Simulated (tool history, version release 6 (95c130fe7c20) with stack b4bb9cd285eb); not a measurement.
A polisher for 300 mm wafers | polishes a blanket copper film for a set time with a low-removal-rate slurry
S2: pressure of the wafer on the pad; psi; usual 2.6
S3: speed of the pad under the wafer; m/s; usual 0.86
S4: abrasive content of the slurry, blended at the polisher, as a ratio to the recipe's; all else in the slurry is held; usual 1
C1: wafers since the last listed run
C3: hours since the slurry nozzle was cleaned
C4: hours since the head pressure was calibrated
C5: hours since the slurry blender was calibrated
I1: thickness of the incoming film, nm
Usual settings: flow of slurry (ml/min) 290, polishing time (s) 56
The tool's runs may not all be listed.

{"run": 1, "hour": 0.0, "flow of slurry (ml/min)": 290, "S2": 2.6, "S3": 0.86, "S4": 1, "polishing time (s)": 56, "C1": 0, "wafers polished on this pad": 752, "C3": 223.9, "C4": 328.5, "C5": 28.3, "I1": 1131, "film removed (Å)": 1116}
{"hour": 54.1, "done": "worn pad replaced by a new one"}
{"run": 2, "hour": 73.2, "flow of slurry (ml/min)": 220, "S2": 2.6, "S3": 0.86, "S4": 1, "polishing time (s)": 56, "C1": 763, "wafers polished on this pad": 210, "C3": 297.1, "C4": 401.7, "C5": 101.5, "I1": 1101.9, "film removed (Å)": 1062}
{"run": 3, "hour": 102.0, "flow of slurry (ml/min)": 220, "S2": 2.6, "S3": 0.86, "S4": 1, "polishing time (s)": 56, "C1": 317, "wafers polished on this pad": 527, "C3": 325.9, "C4": 430.5, "C5": 130.3, "I1": 1116.7, "film removed (Å)": 1065}
{"run": 4, "hour": 121.9, "flow of slurry (ml/min)": 290, "S2": 2.6, "S3": 0.86, "S4": 1, "polishing time (s)": 44, "C1": 219, "wafers polished on this pad": 747, "C3": 345.8, "C4": 450.4, "C5": 150.2, "I1": 1132.5, "film removed (Å)": 867}
{"run": 5, "hour": 172.2, "flow of slurry (ml/min)": 290, "S2": 2.6, "S3": 0.86, "S4": 1, "polishing time (s)": 44, "C1": 554, "wafers polished on this pad": 1302, "C3": 396.1, "C4": 500.7, "C5": 200.5, "I1": 1108.9, "film removed (Å)": 823}
{"run": 6, "hour": 186.1, "flow of slurry (ml/min)": 290, "S2": 2.6, "S3": 0.86, "S4": 1, "polishing time (s)": 44, "C1": 153, "wafers polished on this pad": 1455, "C3": 410, "C4": 514.6, "C5": 214.4, "I1": 1113.1, "film removed (Å)": 805}
{"hour": 192.8, "done": "slurry blender recalibrated"}
{"hour": 201.6, "done": "worn pad replaced by a new one"}
{"run": 7, "hour": 214.9, "flow of slurry (ml/min)": 290, "S2": 2.6, "S3": 0.86, "S4": 1, "polishing time (s)": 68, "C1": 251, "wafers polished on this pad": 146, "C3": 438.8, "C4": 543.4, "C5": 22.1, "I1": 1110, "film removed (Å)": 1374}
{"hour": 222.0, "done": "slurry nozzle cleaned"}
{"run": 8, "hour": 231.9, "flow of slurry (ml/min)": 290, "S2": 2.6, "S3": 0.86, "S4": 1, "polishing time (s)": 56, "C1": 176, "wafers polished on this pad": 323, "C3": 9.9, "C4": 560.4, "C5": 39.1, "I1": 1129.3, "film removed (Å)": 1140}
{"run": 9, "hour": 253.1, "flow of slurry (ml/min)": 290, "S2": 2.6, "S3": 0.86, "S4": 1, "polishing time (s)": 56, "C1": 233, "wafers polished on this pad": 556, "C3": 31.1, "C4": 581.6, "C5": 60.3, "I1": 1110.8, "film removed (Å)": 1143}
{"run": 10, "hour": 273.8, "flow of slurry (ml/min)": 290, "S2": 2.6, "S3": 0.86, "S4": 1, "polishing time (s)": 56, "C1": 228, "wafers polished on this pad": 785, "C3": 51.8, "C4": 602.3, "C5": 81, "I1": 1117.7, "film removed (Å)": 1116}
{"run": 11, "hour": 291.1, "flow of slurry (ml/min)": 290, "S2": 2.6, "S3": 0.86, "S4": 1, "polishing time (s)": 56, "C1": 190, "wafers polished on this pad": 975, "C3": 69.1, "C4": 619.6, "C5": 98.3, "I1": 1129, "film removed (Å)": 1112}
{"run": 12, "hour": 314.3, "flow of slurry (ml/min)": 290, "S2": 2.6, "S3": 0.86, "S4": 1, "polishing time (s)": 56, "C1": 255, "wafers polished on this pad": 1231, "C3": 92.3, "C4": 642.8, "C5": 121.5, "I1": 1141.6, "film removed (Å)": 1106}
{"hour": 335.5, "done": "head pressure recalibrated"}
{"hour": 336.4, "done": "worn pad replaced by a new one"}
{"run": 13, "hour": 336.9, "flow of slurry (ml/min)": 290, "S2": 3.5, "S3": 0.86, "S4": 1, "polishing time (s)": 67, "C1": 217, "wafers polished on this pad": 5, "C3": 114.9, "C4": 1.4, "C5": 144.1, "I1": 1122.2, "film removed (Å)": 1603}
{"run": 14, "hour": 369.4, "flow of slurry (ml/min)": 290, "S2": 2.2, "S3": 1.04, "S4": 0.9, "polishing time (s)": 44, "C1": 358, "wafers polished on this pad": 364, "C3": 147.4, "C4": 33.9, "C5": 176.6, "I1": 1111.7, "film removed (Å)": 889}
{"run": 15, "hour": 402.2, "flow of slurry (ml/min)": 290, "S2": 2.6, "S3": 0.86, "S4": 1.3, "polishing time (s)": 56, "C1": 361, "wafers polished on this pad": 725, "C3": 180.2, "C4": 66.7, "C5": 209.4, "I1": 1127, "film removed (Å)": 1101}
{"run": 16, "hour": 414.7, "flow of slurry (ml/min)": 230, "S2": 3.5, "S3": 0.74, "S4": 1, "polishing time (s)": 37, "C1": 137, "wafers polished on this pad": 863, "C3": 192.7, "C4": 79.2, "C5": 221.9, "I1": 1136.8, "film removed (Å)": 700}
{"hour": 426.3, "done": "slurry blender recalibrated"}
{"hour": 465.6, "done": "worn pad replaced by a new one"}
{"run": 17, "hour": 496.4, "flow of slurry (ml/min)": 290, "S2": 3, "S3": 0.74, "S4": 1, "polishing time (s)": 44, "C1": 834, "wafers polished on this pad": 339, "C3": 274.4, "C4": 160.9, "C5": 70.1, "I1": 1109.1, "film removed (Å)": 835}
{"run": 18, "hour": 529.9, "flow of slurry (ml/min)": 355, "S2": 2.6, "S3": 1.06, "S4": 1, "polishing time (s)": 68, "C1": 369, "wafers polished on this pad": 708, "C3": 307.9, "C4": 194.4, "C5": 103.6, "I1": 1099.9, "film removed (Å)": 1722}
{"run": 19, "hour": 557.1, "flow of slurry (ml/min)": 290, "S2": 2, "S3": 0.86, "S4": 0.75, "polishing time (s)": 56, "C1": 299, "wafers polished on this pad": 1008, "C3": 335.1, "C4": 221.6, "C5": 130.8, "I1": 1131.1, "film removed (Å)": 864}
{"run": 20, "hour": 584.2, "flow of slurry (ml/min)": 290, "S2": 2.6, "S3": 0.86, "S4": 1, "polishing time (s)": 56, "C1": 298, "wafers polished on this pad": 1307, "C3": 362.2, "C4": 248.7, "C5": 157.9, "I1": 1110.1, "film removed (Å)": 1078}
{"run": 21, "hour": 600.8, "flow of slurry (ml/min)": 290, "S2": 2.6, "S3": 0.86, "S4": 0.75, "polishing time (s)": 56, "C1": 183, "wafers polished on this pad": 1490, "C3": 378.8, "C4": 265.3, "C5": 174.5, "I1": 1123.1, "film removed (Å)": 1023}
{"hour": 619.2, "done": "worn pad replaced by a new one"}
{"hour": 630.9, "done": "slurry blender recalibrated"}
{"run": 22, "hour": 633.6, "flow of slurry (ml/min)": 205, "S2": 2.6, "S3": 0.86, "S4": 1, "polishing time (s)": 56, "C1": 295, "wafers polished on this pad": 136, "C3": 411.6, "C4": 298.1, "C5": 2.7, "I1": 1120.6, "film removed (Å)": 1091}
{"run": 23, "hour": 650.6, "flow of slurry (ml/min)": 320, "S2": 2.6, "S3": 0.72, "S4": 1.3, "polishing time (s)": 41, "C1": 187, "wafers polished on this pad": 324, "C3": 428.6, "C4": 315.1, "C5": 19.7, "I1": 1122.9, "film removed (Å)": 740}
{"run": 24, "hour": 667.9, "flow of slurry (ml/min)": 290, "S2": 2.6, "S3": 0.86, "S4": 1, "polishing time (s)": 56, "C1": 190, "wafers polished on this pad": 514, "C3": 445.9, "C4": 332.4, "C5": 37, "I1": 1097.7, "film removed (Å)": 1146}

What the log doesn't show, run by run:
removal rate lost through wear of the pad, %: 0 in every run
slurry flow missing at the pad, %: 0 in every run
deviation of the head's pressure from its setpoint, %: 0 in every run
H1: abrasive missing from the slurry, %
run=1 H1=6.19
run=2 H1=12.6
run=3 H1=17.1
run=4 H1=20.9
run=5 H1=32.8
run=6 H1=36.7
run=7 H1=2.66
run=8 H1=3.36
run=9 H1=4.79
run=10 H1=6.76
run=11 H1=8.85
run=12 H1=12.3
run=13 H1=16.4
run=14 H1=23.4
run=15 H1=31.9
run=16 H1=35.6
run=17 H1=4.96
run=18 H1=8.9
run=19 H1=13.2
run=20 H1=18.5
run=21 H1=22.2
run=22 H1=0.213
run=23 H1=0.472
run=24 H1=1.14
